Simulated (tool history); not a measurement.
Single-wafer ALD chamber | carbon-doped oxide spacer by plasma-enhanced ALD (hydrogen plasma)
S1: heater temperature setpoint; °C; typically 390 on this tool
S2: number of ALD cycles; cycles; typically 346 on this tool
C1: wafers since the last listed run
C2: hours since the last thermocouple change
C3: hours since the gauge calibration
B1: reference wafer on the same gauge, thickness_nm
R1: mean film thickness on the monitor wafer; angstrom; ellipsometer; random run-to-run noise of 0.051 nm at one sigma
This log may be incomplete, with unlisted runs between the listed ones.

run	day	S1	S2	C1	C2	C3	B1	R1
1	0	381	346	0	1221.3	217.5	19.636	164.23
2	1.779	381	346	28	1264	260.2	19.601	163.3
3	4.717	381	346	47	1334.5	330.7	19.545	163.75
4	5.333	386	346	9	1349.3	345.5	19.564	161.57
5	6.329	386	346	15	1373.2	369.4	19.526	162.43
6	7.167	386	346	13	1393.3	389.5	19.531	161.94
7	11.254	390	346	65	1491.4	487.6	19.483	163.19
8	11.95	390	346	11	1508.1	504.3	19.479	161.92
9	12.617	390	346	10	1524.1	520.3	19.463	161.8
10	14.083	390	346	23	1559.3	555.5	19.459	161.2
# day 15.133: thermocouple changed; heater temperature recalibrated
11	15.154	390	346	11	0.5	581.2	19.436	162.24
12	15.779	390	346	10	15.5	596.2	19.444	162.02
13	16.792	394	346	16	39.8	620.5	19.429	161.13
14	18.271	390	382	23	75.3	656	19.419	178.89
15	19.708	403	280	23	109.8	690.5	19.424	129.8
16	20.367	401	322	10	125.6	706.3	19.421	149.82
17	21.854	390	304	23	161.3	742	19.409	141.94
# day 22.758: gauge calibrated
18	22.971	404	346	17	188.1	5.1	19.859	163.43
19	23.567	390	381	9	202.4	19.4	19.826	182.92
20	24.767	399	383	19	231.2	48.2	19.778	182.39
21	25.883	382	407	17	258	75	19.734	193.56
22	27.254	378	384	21	290.9	107.9	19.688	181.99
23	28.367	399	383	17	317.6	134.6	19.635	180.45
24	29.475	380	411	17	344.2	161.2	19.617	193.75
25	30.142	381	385	10	360.2	177.2	19.58	182.16
26	31.017	382	407	14	381.2	198.2	19.557	192.26

Exercise: give the hidden state of the tool at every run:
wafer temperature above the value expected at the setpoint (K): 0 at every run
H1: gauge reads high (%)
run	H1
1	-1.3
2	-1.5
3	-1.76
4	-1.81
5	-1.88
6	-1.94
7	-2.16
8	-2.19
9	-2.21
10	-2.27
11	-2.3
12	-2.32
13	-2.35
14	-2.39
15	-2.42
16	-2.44
17	-2.46
18	-0.191
19	-0.34
20	-0.618
21	-0.853
22	-1.11
23	-1.3
24	-1.47
25	-1.56
26	-1.68

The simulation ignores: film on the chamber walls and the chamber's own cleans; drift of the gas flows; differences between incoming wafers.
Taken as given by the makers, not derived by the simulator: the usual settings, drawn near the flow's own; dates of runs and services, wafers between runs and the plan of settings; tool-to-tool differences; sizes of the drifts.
